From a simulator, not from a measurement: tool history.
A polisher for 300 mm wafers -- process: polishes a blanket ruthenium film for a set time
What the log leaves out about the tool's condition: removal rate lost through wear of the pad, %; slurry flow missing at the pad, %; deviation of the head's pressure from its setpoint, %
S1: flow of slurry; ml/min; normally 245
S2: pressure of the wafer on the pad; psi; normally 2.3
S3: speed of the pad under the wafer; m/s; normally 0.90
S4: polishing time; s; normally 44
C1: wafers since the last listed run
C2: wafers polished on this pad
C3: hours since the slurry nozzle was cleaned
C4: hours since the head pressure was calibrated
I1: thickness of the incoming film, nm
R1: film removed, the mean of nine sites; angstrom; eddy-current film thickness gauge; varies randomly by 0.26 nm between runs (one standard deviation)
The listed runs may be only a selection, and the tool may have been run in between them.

{"run": 1, "hour": 0.0, "S1": 245, "S2": 2.3, "S3": 0.9, "S4": 44, "C1": 0, "C2": 1591, "C3": 225.8, "C4": 254.1, "I1": 335.2, "R1": 438}
{"run": 2, "hour": 60.7, "S1": 245, "S2": 2.3, "S3": 0.9, "S4": 44, "C1": 849, "C2": 2441, "C3": 286.5, "C4": 314.8, "I1": 337.0, "R1": 445}
{"run": 3, "hour": 97.6, "S1": 245, "S2": 2.3, "S3": 0.9, "S4": 44, "C1": 516, "C2": 2957, "C3": 323.4, "C4": 351.7, "I1": 332.6, "R1": 439}
{"hour": 147.3, "done": "slurry nozzle cleaned"}
{"run": 4, "hour": 160.9, "S1": 245, "S2": 2.3, "S3": 0.7, "S4": 44, "C1": 872, "C2": 3830, "C3": 13.6, "C4": 415.0, "I1": 331.5, "R1": 345}
{"hour": 166.0, "done": "worn pad replaced by a new one"}
{"run": 5, "hour": 215.6, "S1": 245, "S2": 2.3, "S3": 0.7, "S4": 44, "C1": 709, "C2": 694, "C3": 68.3, "C4": 469.7, "I1": 331.8, "R1": 347}
{"run": 6, "hour": 275.8, "S1": 245, "S2": 2.3, "S3": 0.9, "S4": 44, "C1": 842, "C2": 1537, "C3": 128.5, "C4": 529.9, "I1": 327.8, "R1": 450}
{"run": 7, "hour": 312.8, "S1": 245, "S2": 2.3, "S3": 0.9, "S4": 44, "C1": 518, "C2": 2055, "C3": 165.5, "C4": 566.9, "I1": 334.9, "R1": 445}
{"run": 8, "hour": 342.2, "S1": 245, "S2": 2.3, "S3": 0.9, "S4": 44, "C1": 411, "C2": 2467, "C3": 194.9, "C4": 596.3, "I1": 330.8, "R1": 454}
{"run": 9, "hour": 371.8, "S1": 245, "S2": 2.3, "S3": 0.9, "S4": 44, "C1": 414, "C2": 2881, "C3": 224.5, "C4": 625.9, "I1": 330.1, "R1": 449}
{"run": 10, "hour": 430.5, "S1": 245, "S2": 2.3, "S3": 0.9, "S4": 44, "C1": 821, "C2": 3703, "C3": 283.2, "C4": 684.6, "I1": 331.5, "R1": 448}
{"hour": 489.2, "done": "worn pad replaced by a new one"}
{"run": 11, "hour": 499.7, "S1": 245, "S2": 2.3, "S3": 0.9, "S4": 44, "C1": 912, "C2": 147, "C3": 352.4, "C4": 753.8, "I1": 335.5, "R1": 451}
{"run": 12, "hour": 547.0, "S1": 245, "S2": 2.3, "S3": 0.9, "S4": 44, "C1": 662, "C2": 809, "C3": 399.7, "C4": 801.1, "I1": 331.0, "R1": 454}
{"hour": 551.4, "done": "slurry nozzle cleaned"}
{"run": 13, "hour": 598.6, "S1": 245, "S2": 2.3, "S3": 0.9, "S4": 44, "C1": 708, "C2": 1517, "C3": 47.2, "C4": 852.7, "I1": 327.5, "R1": 448}
{"run": 14, "hour": 643.4, "S1": 245, "S2": 2.3, "S3": 0.9, "S4": 44, "C1": 627, "C2": 2145, "C3": 92.0, "C4": 897.5, "I1": 328.7, "R1": 450}
{"run": 15, "hour": 684.7, "S1": 245, "S2": 2.3, "S3": 0.9, "S4": 44, "C1": 578, "C2": 2723, "C3": 133.3, "C4": 938.8, "I1": 331.7, "R1": 454}
{"run": 16, "hour": 752.9, "S1": 245, "S2": 2.3, "S3": 0.9, "S4": 44, "C1": 954, "C2": 3678, "C3": 201.5, "C4": 1007.0, "I1": 327.4, "R1": 452}
{"hour": 767.6, "done": "worn pad replaced by a new one"}
{"run": 17, "hour": 810.1, "S1": 245, "S2": 2.3, "S3": 0.58, "S4": 52, "C1": 744, "C2": 594, "C3": 258.7, "C4": 1064.2, "I1": 328.9, "R1": 345}
{"run": 18, "hour": 851.0, "S1": 175, "S2": 2.3, "S3": 0.9, "S4": 44, "C1": 572, "C2": 1167, "C3": 299.6, "C4": 1105.1, "I1": 327.6, "R1": 440}
{"run": 19, "hour": 884.1, "S1": 295, "S2": 2.0, "S3": 0.9, "S4": 44, "C1": 463, "C2": 1630, "C3": 332.7, "C4": 1138.2, "I1": 326.6, "R1": 403}
{"run": 20, "hour": 929.1, "S1": 215, "S2": 1.7, "S3": 1.22, "S4": 31, "C1": 630, "C2": 2260, "C3": 377.7, "C4": 1183.2, "I1": 333.6, "R1": 320}
{"hour": 937.6, "done": "slurry nozzle cleaned"}
{"run": 21, "hour": 965.6, "S1": 245, "S2": 3.0, "S3": 0.9, "S4": 44, "C1": 497, "C2": 2758, "C3": 28.0, "C4": 1219.7, "I1": 328.9, "R1": 594}
{"run": 22, "hour": 998.5, "S1": 245, "S2": 2.6, "S3": 0.68, "S4": 30, "C1": 460, "C2": 3218, "C3": 60.9, "C4": 1252.6, "I1": 332.8, "R1": 266}
{"run": 23, "hour": 1030.3, "S1": 245, "S2": 2.3, "S3": 1.02, "S4": 44, "C1": 445, "C2": 3663, "C3": 92.7, "C4": 1284.4, "I1": 325.9, "R1": 519}
{"run": 24, "hour": 1079.7, "S1": 245, "S2": 2.3, "S3": 0.9, "S4": 44, "C1": 691, "C2": 4355, "C3": 142.1, "C4": 1333.8, "I1": 327.4, "R1": 459}
{"hour": 1090.8, "done": "worn pad replaced by a new one"}
{"run": 25, "hour": 1122.6, "S1": 245, "S2": 2.3, "S3": 0.9, "S4": 44, "C1": 544, "C2": 445, "C3": 185.0, "C4": 1376.7, "I1": 333.2, "R1": 462}
{"hour": 1130.5, "done": "head pressure recalibrated"}
{"run": 26, "hour": 1313.3, "S1": 175, "S2": 2.3, "S3": 1.02, "S4": 44, "C1": 2642, "C2": 3087, "C3": 375.7, "C4": 182.8, "I1": 333.0, "R1": 477}
{"run": 27, "hour": 1339.6, "S1": 245, "S2": 2.3, "S3": 0.9, "S4": 44, "C1": 368, "C2": 3455, "C3": 402.0, "C4": 209.1, "I1": 327.2, "R1": 437}
{"run": 28, "hour": 1409.1, "S1": 245, "S2": 2.3, "S3": 0.9, "S4": 44, "C1": 973, "C2": 4429, "C3": 471.5, "C4": 278.6, "I1": 328.9, "R1": 435}
{"hour": 1422.1, "done": "slurry nozzle cleaned"}
{"hour": 1445.5, "done": "worn pad replaced by a new one"}
{"run": 29, "hour": 1480.6, "S1": 325, "S2": 2.3, "S3": 0.62, "S4": 30, "C1": 931, "C2": 490, "C3": 58.5, "C4": 350.1, "I1": 334.9, "R1": 210}
{"run": 30, "hour": 1534.6, "S1": 245, "S2": 2.3, "S3": 0.9, "S4": 44, "C1": 756, "C2": 1246, "C3": 112.5, "C4": 404.1, "I1": 331.4, "R1": 441}
{"run": 31, "hour": 1570.6, "S1": 320, "S2": 2.7, "S3": 0.8, "S4": 56, "C1": 504, "C2": 1750, "C3": 148.5, "C4": 440.1, "I1": 332.0, "R1": 591}
{"run": 32, "hour": 1603.3, "S1": 245, "S2": 2.3, "S3": 1.06, "S4": 44, "C1": 457, "C2": 2208, "C3": 181.2, "C4": 472.8, "I1": 326.5, "R1": 521}

Forecast each of these 3 alternatives for the next run:
{"run": "A", "hour": 1603.7, "S1": 245, "S2": 2.3, "S3": 0.9, "S4": 55, "C1": 5, "C2": 2214, "C3": 181.6, "C4": 473.2, "I1": 326.0, "R1": "?"}
{"run": "B", "hour": 1603.7, "S1": 245, "S2": 2.3, "S3": 0.9, "S4": 30, "C1": 5, "C2": 2214, "C3": 181.6, "C4": 473.2, "I1": 326.0, "R1": "?"}
{"run": "C", "hour": 1603.7, "S1": 270, "S2": 2.7, "S3": 0.9, "S4": 44, "C1": 5, "C2": 2214, "C3": 181.6, "C4": 473.2, "I1": 326.0, "R1": "?"}

run=A R1=553
run=B R1=302
run=C R1=523
The same runs, with their run-to-run variation unchanged, on a tool lacking any hidden condition would have given:
run=A R1=550
run=B R1=300
run=C R1=520
